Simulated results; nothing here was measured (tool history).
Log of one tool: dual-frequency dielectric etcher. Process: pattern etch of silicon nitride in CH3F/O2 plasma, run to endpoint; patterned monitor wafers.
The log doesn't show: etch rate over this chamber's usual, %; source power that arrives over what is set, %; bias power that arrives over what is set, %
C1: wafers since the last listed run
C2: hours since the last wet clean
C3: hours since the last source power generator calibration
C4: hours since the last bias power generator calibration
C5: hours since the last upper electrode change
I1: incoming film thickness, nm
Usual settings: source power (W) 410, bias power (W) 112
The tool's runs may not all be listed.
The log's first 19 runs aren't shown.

Run 20, hour 556.5: usual settings; C1 132; C2 196.7; C3 236.7; C4 42.3; C5 69.3; I1 101.6. Result: endpoint time (s) 90.7.
Run 21, hour 572.3: usual settings but source power (W) 350; C1 112; C2 212.5; C3 252.5; C4 58.1; C5 85.1; I1 99.9. Result: endpoint time (s) 93.1.
Run 22, hour 584.5: usual settings but source power (W) 380, bias power (W) 101; C1 86; C2 224.7; C3 264.7; C4 70.3; C5 97.3; I1 100.9. Result: endpoint time (s) 94.0.
Run 23, hour 616.6: usual settings but source power (W) 440, bias power (W) 136; C1 228; C2 256.8; C3 296.8; C4 102.4; C5 129.4; I1 100.5. Result: endpoint time (s) 83.1.
Run 24, hour 646.6: usual settings but bias power (W) 91; C1 213; C2 286.8; C3 326.8; C4 132.4; C5 159.4; I1 101.2. Result: endpoint time (s) 94.4.
Run 25, hour 672.1: usual settings but source power (W) 370, bias power (W) 139; C1 181; C2 312.3; C3 352.3; C4 157.9; C5 184.9; I1 101.3. Result: endpoint time (s) 87.7.
Run 26, hour 688.7: usual settings but source power (W) 470, bias power (W) 128; C1 118; C2 328.9; C3 368.9; C4 174.5; C5 201.5; I1 100.1. Result: endpoint time (s) 83.1.
Run 27, hour 703.0: usual settings but bias power (W) 127; C1 101; C2 343.2; C3 383.2; C4 188.8; C5 215.8; I1 101.6. Result: endpoint time (s) 87.3.
Run 28, hour 715.0: usual settings but source power (W) 340; C1 85; C2 355.2; C3 395.2; C4 200.8; C5 227.8; I1 100.1. Result: endpoint time (s) 93.1.
Run 29, hour 732.0: usual settings but source power (W) 370; C1 120; C2 372.2; C3 412.2; C4 217.8; C5 244.8; I1 100.7. Result: endpoint time (s) 91.9.
Run 30, hour 759.1: usual settings but source power (W) 340, bias power (W) 121; C1 192; C2 399.3; C3 439.3; C4 244.9; C5 271.9; I1 100.2. Result: endpoint time (s) 91.8.
Run 31, hour 779.8: usual settings but source power (W) 460, bias power (W) 129; C1 147; C2 420.0; C3 460.0; C4 265.6; C5 292.6; I1 100.7. Result: endpoint time (s) 83.3.
Run 32, hour 795.7: usual settings; C1 113; C2 435.9; C3 475.9; C4 281.5; C5 308.5; I1 100.6. Result: endpoint time (s) 89.0.
Run 33, hour 811.9: usual settings but source power (W) 450, bias power (W) 91; C1 115; C2 452.1; C3 492.1; C4 297.7; C5 324.7; I1 101.8. Result: endpoint time (s) 92.0.
At hour 840.9: wet clean of the chamber.
Run 34, hour 841.4: usual settings; C1 39; C2 0.5; C3 521.6; C4 327.2; C5 354.2; I1 100.7. Result: endpoint time (s) 90.2.

5 ways to go on from here, each from the tool as it stands after run 34. What would each give?
Run A, hour 841.9: usual settings; C1 3; C2 1.0; C3 522.1; C4 327.7; C5 354.7; I1 99.8. Result: endpoint time (s) ?.
Run B, hour 841.9: usual settings but source power (W) 380, bias power (W) 129; C1 3; C2 1.0; C3 522.1; C4 327.7; C5 354.7; I1 99.8. Result: endpoint time (s) ?.
Run C, hour 841.9: usual settings but source power (W) 470, bias power (W) 87; C1 3; C2 1.0; C3 522.1; C4 327.7; C5 354.7; I1 99.8. Result: endpoint time (s) ?.
Run D, hour 841.9: usual settings but source power (W) 360, bias power (W) 123; C1 3; C2 1.0; C3 522.1; C4 327.7; C5 354.7; I1 99.8. Result: endpoint time (s) ?.
Run E, hour 841.9: usual settings but source power (W) 450, bias power (W) 136; C1 3; C2 1.0; C3 522.1; C4 327.7; C5 354.7; I1 99.8. Result: endpoint time (s) ?.

run  endpoint time (s)
  A               89.7
  B               88.2
  C               91.7
  D               90.6
  E               83.1
Without the tool's hidden state the same runs would have given:
run  endpoint time (s)
  A               89.6
  B               88.1
  C               91.6
  D               90.5
  E               83.1
